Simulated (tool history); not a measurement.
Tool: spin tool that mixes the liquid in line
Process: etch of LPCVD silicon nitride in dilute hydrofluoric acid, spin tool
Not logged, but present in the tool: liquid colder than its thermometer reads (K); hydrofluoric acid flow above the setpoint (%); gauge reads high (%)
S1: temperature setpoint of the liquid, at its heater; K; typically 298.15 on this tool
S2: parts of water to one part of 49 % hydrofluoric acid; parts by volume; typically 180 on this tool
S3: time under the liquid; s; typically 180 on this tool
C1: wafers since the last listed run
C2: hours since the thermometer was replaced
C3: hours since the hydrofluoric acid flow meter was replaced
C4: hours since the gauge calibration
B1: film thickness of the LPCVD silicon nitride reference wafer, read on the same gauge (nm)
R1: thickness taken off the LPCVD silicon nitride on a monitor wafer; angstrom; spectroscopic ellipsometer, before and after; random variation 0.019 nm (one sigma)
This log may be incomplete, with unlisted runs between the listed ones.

run	day	S1	S2	S3	C1	C2	C3	C4	B1	R1
1	0	298.15	250	180	0	1675.4	1479.6	2347.8	29.989	3.14
# day 0.604: hydrofluoric acid flow meter replaced
2	1.892	298.15	180	180	264	1720.8	30.9	2393.2	29.966	4.03
3	4.454	298.15	150	180	366	1782.3	92.4	2454.7	29.973	4.69
4	7.383	298.15	150	180	419	1852.6	162.7	2525	29.999	4.88
5	11.638	298.15	150	180	608	1954.7	264.8	2627.1	30.015	4.56
6	13.608	298.15	180	125	281	2002	312.1	2674.4	30.029	2.91
7	15.133	298.15	180	125	218	2038.6	348.7	2711	29.978	2.83
8	18.983	298.15	180	180	550	2131	441.1	2803.4	30.013	4.25
9	20.729	298.15	180	180	249	2172.9	483	2845.3	30.009	4.25
10	22.875	298.15	180	180	306	2224.4	534.5	2896.8	29.985	3.88
11	25.321	298.15	140	180	349	2283.1	593.2	2955.5	29.997	4.82
# day 26.662: gauge calibrated
12	27.675	298.15	235	180	336	2339.6	649.7	24.3	30.016	3.21
13	30.096	296.65	235	180	346	2397.7	707.8	82.4	29.971	2.53
14	33.958	296.15	245	120	552	2490.4	800.5	175.1	29.985	1.68
15	47.292	298.15	105	180	1907	2810.4	1120.5	495.1	30.005	6.15
16	50.867	295.65	215	240	511	2896.2	1206.3	580.9	30.001	3.41
17	52.542	298.15	180	180	239	2936.4	1246.5	621.1	29.998	4.09
18	55.858	300.65	180	180	474	3016	1326.1	700.7	30.01	4.52
19	58.712	295.65	230	180	408	3084.5	1394.6	769.2	30.007	2.45
20	61.342	294.65	245	180	376	3147.6	1457.7	832.3	30.035	2.18
# day 62.817: hydrofluoric acid flow meter replaced
# day 64.583: thermometer replaced
21	65.229	294.65	180	245	544	15.5	57.9	925.6	30.004	4.82
22	69.671	301.65	155	110	635	122.1	164.5	1032.2	30.026	4.02
23	73.125	301.65	260	80	494	205	247.4	1115.1	30.011	1.63
24	74.812	298.15	180	180	241	245.5	287.9	1155.6	29.989	4.34
25	78.312	302.65	180	180	500	329.5	371.9	1239.6	29.982	5.74
26	80.95	298.15	180	180	377	392.8	435.2	1302.9	30.017	4.22
27	83.246	298.15	235	290	328	447.9	490.3	1358	29.991	5.43
28	86.108	298.15	180	180	409	516.6	559	1426.7	29.954	4.23
29	88.071	298.15	180	215	280	563.7	606.1	1473.8	30.007	5.11
30	91.304	298.15	180	180	462	641.3	683.7	1551.4	30.042	4.11
31	95.633	298.15	180	180	619	745.2	787.6	1655.3	30.024	4.17
32	97.538	298.15	120	180	272	790.9	833.3	1701	30.021	6.56

Run-by-run hidden state of the tool:
hydrofluoric acid flow above the setpoint (%): 0 across all the runs
gauge reads high (%): 0 across all the runs
H1: liquid colder than its thermometer reads (K)
run	H1
1	1.75
2	1.79
3	1.85
4	1.91
5	2
6	2.05
7	2.08
8	2.16
9	2.2
10	2.24
11	2.3
12	2.35
13	2.4
14	2.48
15	2.76
16	2.84
17	2.88
18	2.95
19	3.01
20	3.06
21	0.434
22	0.529
23	0.603
24	0.639
25	0.714
26	0.77
27	0.819
28	0.88
29	0.922
30	0.991
31	1.08
32	1.12
